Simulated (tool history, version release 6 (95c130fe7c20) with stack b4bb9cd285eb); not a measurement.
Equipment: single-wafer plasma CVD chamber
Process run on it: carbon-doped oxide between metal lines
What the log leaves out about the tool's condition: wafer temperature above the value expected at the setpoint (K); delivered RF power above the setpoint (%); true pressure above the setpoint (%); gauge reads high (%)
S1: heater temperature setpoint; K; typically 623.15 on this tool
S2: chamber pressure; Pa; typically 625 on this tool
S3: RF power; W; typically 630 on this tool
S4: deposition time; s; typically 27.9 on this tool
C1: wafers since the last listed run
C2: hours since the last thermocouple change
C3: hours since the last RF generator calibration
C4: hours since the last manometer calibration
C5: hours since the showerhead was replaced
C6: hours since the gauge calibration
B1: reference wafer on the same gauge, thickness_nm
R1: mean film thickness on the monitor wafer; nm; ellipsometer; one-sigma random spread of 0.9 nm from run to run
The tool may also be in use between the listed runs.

| run | hour | S1 | S2 | S3 | S4 | C1 | C2 | C3 | C4 | C5 | C6 | B1 | R1 |
|---|---|---|---|---|---|---|---|---|---|---|---|---|---|
| 1 | 0.0 | 623.15 | 685 | 630 | 27.9 | 0 | 1325.0 | 1382.3 | 30.7 | 4490.2 | 163.1 | 194.258 | 164.265 |
| 2 | 40.1 | 623.15 | 685 | 630 | 27.9 | 976 | 1365.1 | 1422.4 | 70.8 | 4530.3 | 203.2 | 193.794 | 165.272 |
| 3 | 97.4 | 623.15 | 685 | 630 | 27.9 | 1395 | 1422.4 | 1479.7 | 128.1 | 4587.6 | 260.5 | 194.045 | 164.718 |
|  | 141.2 | thermocouple changed; heater temperature recalibrated |
| 4 | 141.7 | 623.15 | 625 | 630 | 27.9 | 884 | 0.5 | 1524.0 | 172.4 | 4631.9 | 304.8 | 193.802 | 164.923 |
|  | 176.2 | showerhead replaced |
| 5 | 182.6 | 630.15 | 665 | 630 | 23.5 | 801 | 41.4 | 1564.9 | 213.3 | 6.4 | 345.7 | 193.874 | 138.104 |
| 6 | 241.1 | 623.15 | 625 | 630 | 27.9 | 1425 | 99.9 | 1623.4 | 271.8 | 64.9 | 404.2 | 194.074 | 165.395 |
| 7 | 283.0 | 635.15 | 744 | 540 | 32.9 | 1020 | 141.8 | 1665.3 | 313.7 | 106.8 | 446.1 | 193.952 | 173.161 |
| 8 | 341.5 | 623.15 | 673 | 505 | 30.4 | 1425 | 200.3 | 1723.8 | 372.2 | 165.3 | 504.6 | 194.210 | 156.659 |
| 9 | 410.7 | 623.15 | 625 | 630 | 25.4 | 1685 | 269.5 | 1793.0 | 441.4 | 234.5 | 573.8 | 193.808 | 150.511 |
| 10 | 551.8 | 623.15 | 625 | 630 | 27.9 | 3437 | 410.6 | 1934.1 | 582.5 | 375.6 | 714.9 | 194.050 | 165.548 |
| 11 | 587.1 | 623.15 | 625 | 630 | 27.9 | 859 | 445.9 | 1969.4 | 617.8 | 410.9 | 750.2 | 193.544 | 164.765 |
| 12 | 627.7 | 623.15 | 625 | 630 | 25.4 | 989 | 486.5 | 2010.0 | 658.4 | 451.5 | 790.8 | 194.091 | 149.319 |
| 13 | 653.1 | 623.15 | 625 | 630 | 22.9 | 618 | 511.9 | 2035.4 | 683.8 | 476.9 | 816.2 | 194.006 | 135.610 |
| 14 | 714.9 | 623.15 | 625 | 630 | 32.2 | 1505 | 573.7 | 2097.2 | 745.6 | 538.7 | 878.0 | 194.232 | 189.200 |
| 15 | 767.9 | 616.15 | 699 | 630 | 24.1 | 1291 | 626.7 | 2150.2 | 798.6 | 591.7 | 931.0 | 193.991 | 148.644 |
| 16 | 796.3 | 623.15 | 625 | 525 | 31.4 | 691 | 655.1 | 2178.6 | 827.0 | 620.1 | 959.4 | 193.860 | 163.394 |
| 17 | 856.1 | 623.15 | 625 | 630 | 27.9 | 1456 | 714.9 | 2238.4 | 886.8 | 679.9 | 1019.2 | 193.575 | 163.659 |
|  | 876.5 | RF generator calibrated |
| 18 | 922.6 | 634.15 | 625 | 630 | 30.5 | 1425 | 781.4 | 46.1 | 953.3 | 746.4 | 1085.7 | 193.740 | 174.849 |
| 19 | 978.5 | 613.15 | 563 | 630 | 27.9 | 1361 | 837.3 | 102.0 | 1009.2 | 802.3 | 1141.6 | 193.937 | 168.208 |
| 20 | 1015.0 | 623.15 | 625 | 595 | 27.9 | 889 | 873.8 | 138.5 | 1045.7 | 838.8 | 1178.1 | 193.982 | 156.655 |
| 21 | 1077.7 | 623.15 | 625 | 630 | 24.6 | 1527 | 936.5 | 201.2 | 1108.4 | 901.5 | 1240.8 | 194.284 | 143.296 |
| 22 | 1137.1 | 623.15 | 700 | 520 | 29.5 | 1447 | 995.9 | 260.6 | 1167.8 | 960.9 | 1300.2 | 193.838 | 152.347 |
| 23 | 1199.8 | 612.15 | 625 | 630 | 23.4 | 1527 | 1058.6 | 323.3 | 1230.5 | 1023.6 | 1362.9 | 194.109 | 143.793 |
| 24 | 1255.1 | 615.15 | 513 | 570 | 24.6 | 1347 | 1113.9 | 378.6 | 1285.8 | 1078.9 | 1418.2 | 193.832 | 135.599 |
| 25 | 1317.8 | 623.15 | 545 | 670 | 27.9 | 1527 | 1176.6 | 441.3 | 1348.5 | 1141.6 | 1480.9 | 193.871 | 167.939 |
| 26 | 1352.5 | 633.15 | 625 | 630 | 27.9 | 845 | 1211.3 | 476.0 | 1383.2 | 1176.3 | 1515.6 | 193.518 | 157.672 |
| 27 | 1378.9 | 616.15 | 625 | 680 | 23.4 | 643 | 1237.7 | 502.4 | 1409.6 | 1202.7 | 1542.0 | 193.791 | 147.877 |

Branching from run 27: 5 alternative next runs. What would each branch give?
| A | 1379.3 | 623.15 | 625 | 630 | 27.9 | 9 | 1238.1 | 502.8 | 1410.0 | 1203.1 | 1542.4 | ? | ? |
| B | 1379.3 | 623.15 | 625 | 695 | 23.9 | 9 | 1238.1 | 502.8 | 1410.0 | 1203.1 | 1542.4 | ? | ? |
| C | 1379.3 | 611.15 | 625 | 700 | 32.9 | 9 | 1238.1 | 502.8 | 1410.0 | 1203.1 | 1542.4 | ? | ? |
| D | 1379.3 | 623.15 | 555 | 630 | 32.7 | 9 | 1238.1 | 502.8 | 1410.0 | 1203.1 | 1542.4 | ? | ? |
| E | 1379.3 | 617.15 | 756 | 630 | 33.4 | 9 | 1238.1 | 502.8 | 1410.0 | 1203.1 | 1542.4 | ? | ? |

| run | B1 | R1 |
|---|---|---|
| A | 193.522 | 162.715 |
| B | 193.522 | 148.812 |
| C | 193.522 | 213.081 |
| D | 193.522 | 187.918 |
| E | 193.522 | 202.260 |
Take away the tool's hidden state, keep each run's random variation, and the runs would have read:
| run | R1 |
|---|---|
| A | 164.597 |
| B | 150.533 |
| C | 216.025 |
| D | 190.092 |
| E | 204.829 |
